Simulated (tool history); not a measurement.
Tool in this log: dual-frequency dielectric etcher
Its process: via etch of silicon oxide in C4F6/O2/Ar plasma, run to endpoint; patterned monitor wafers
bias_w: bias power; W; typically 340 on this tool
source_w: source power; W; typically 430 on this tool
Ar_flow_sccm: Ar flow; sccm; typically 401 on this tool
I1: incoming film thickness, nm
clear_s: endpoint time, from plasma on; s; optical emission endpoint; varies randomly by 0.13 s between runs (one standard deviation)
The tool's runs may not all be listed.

Run 1, hour 0.0: usual settings but bias_w 386 W, source_w 460 W; I1 73.6. Result: clear_s 19.4 s.
Run 2, hour 44.6: usual settings; I1 73.4. Result: clear_s 20.9 s.
Run 3, hour 112.8: usual settings; I1 73.1. Result: clear_s 20.9 s.
Run 4, hour 172.0: usual settings but bias_w 283 W; I1 73.3. Result: clear_s 22.0 s.
At hour 238.0: upper electrode replaced.
Run 5, hour 238.5: usual settings but bias_w 283 W; I1 73.6. Result: clear_s 22.1 s.
Run 6, hour 259.4: usual settings; I1 73.0. Result: clear_s 20.8 s.
At hour 300.3: wet clean of the chamber.
Run 7, hour 300.8: usual settings; I1 73.3. Result: clear_s 21.0 s.
Run 8, hour 357.1: usual settings; I1 73.4. Result: clear_s 20.8 s.
Run 9, hour 414.2: usual settings; I1 73.1. Result: clear_s 20.7 s.
At hour 426.0: source power generator calibrated.
Run 10, hour 483.6: usual settings but source_w 490 W, Ar_flow_sccm 458 sccm; I1 73.2. Result: clear_s 20.4 s.
Run 11, hour 539.7: usual settings but Ar_flow_sccm 322 sccm; I1 73.4. Result: clear_s 20.3 s.
Run 12, hour 576.5: usual settings but bias_w 259 W, source_w 530 W, Ar_flow_sccm 363 sccm; I1 72.8. Result: clear_s 20.8 s.
Run 13, hour 627.6: usual settings; I1 72.7. Result: clear_s 20.6 s.
Run 14, hour 688.7: usual settings but bias_w 316 W, source_w 510 W, Ar_flow_sccm 442 sccm; I1 74.2. Result: clear_s 20.4 s.
At hour 776.6: wet clean of the chamber.
Run 15, hour 777.1: usual settings; I1 73.4. Result: clear_s 20.8 s.
At hour 800.0: Ar flow controller replaced.
Run 16, hour 813.4: usual settings but source_w 520 W, Ar_flow_sccm 491 sccm; I1 73.4. Result: clear_s 20.0 s.
Run 17, hour 883.2: usual settings; I1 73.3. Result: clear_s 20.9 s.
Run 18, hour 950.6: usual settings; I1 73.9. Result: clear_s 21.1 s.
Run 19, hour 978.8: usual settings but bias_w 421 W, source_w 380 W, Ar_flow_sccm 457 sccm; I1 73.1. Result: clear_s 20.5 s.
Run 20, hour 1005.7: usual settings; I1 72.7. Result: clear_s 20.7 s.
At hour 1033.6: bias power generator calibrated.
Run 21, hour 1040.4: usual settings but bias_w 366 W, source_w 360 W, Ar_flow_sccm 432 sccm; I1 73.5. Result: clear_s 21.6 s.
Run 22, hour 1092.0: usual settings; I1 72.7. Result: clear_s 20.8 s.
Run 23, hour 1159.0: usual settings but bias_w 259 W, source_w 350 W, Ar_flow_sccm 352 sccm; I1 73.9. Result: clear_s 23.9 s.
Run 24, hour 1226.6: usual settings but source_w 380 W; I1 73.9. Result: clear_s 21.5 s.
At hour 1265.7: wet clean of the chamber.
Run 25, hour 1287.8: usual settings but bias_w 415 W, source_w 480 W, Ar_flow_sccm 490 sccm; I1 73.4. Result: clear_s 19.2 s.
Run 26, hour 1327.3: usual settings but bias_w 292 W; I1 73.6. Result: clear_s 21.8 s.
Run 27, hour 1358.6: usual settings but bias_w 405 W, Ar_flow_sccm 356 sccm; I1 74.1. Result: clear_s 19.7 s.
Run 28, hour 1429.6: usual settings but bias_w 389 W, source_w 480 W, Ar_flow_sccm 495 sccm; I1 73.6. Result: clear_s 19.8 s.
Run 29, hour 1487.9: usual settings but bias_w 318 W, source_w 490 W, Ar_flow_sccm 488 sccm; I1 73.2. Result: clear_s 20.8 s.

4 ways to go on from here, each from the tool as it stands after run 29. What would each give?
Run A, hour 1488.3: usual settings but source_w 330 W; I1 74.3. Result: clear_s ?.
Run B, hour 1488.3: usual settings but Ar_flow_sccm 311 sccm; I1 74.3. Result: clear_s ?.
Run C, hour 1488.3: usual settings but bias_w 263 W, source_w 530 W, Ar_flow_sccm 314 sccm; I1 74.3. Result: clear_s ?.
Run D, hour 1488.3: usual settings but bias_w 305 W; I1 74.3. Result: clear_s ?.

run  clear_s
  A     22.8
  B     20.4
  C     20.6
  D     21.8
Stripped of hidden state, with their random variation kept, the same runs would have yielded:
run  clear_s
  A     22.8
  B     20.4
  C     20.6
  D     21.8
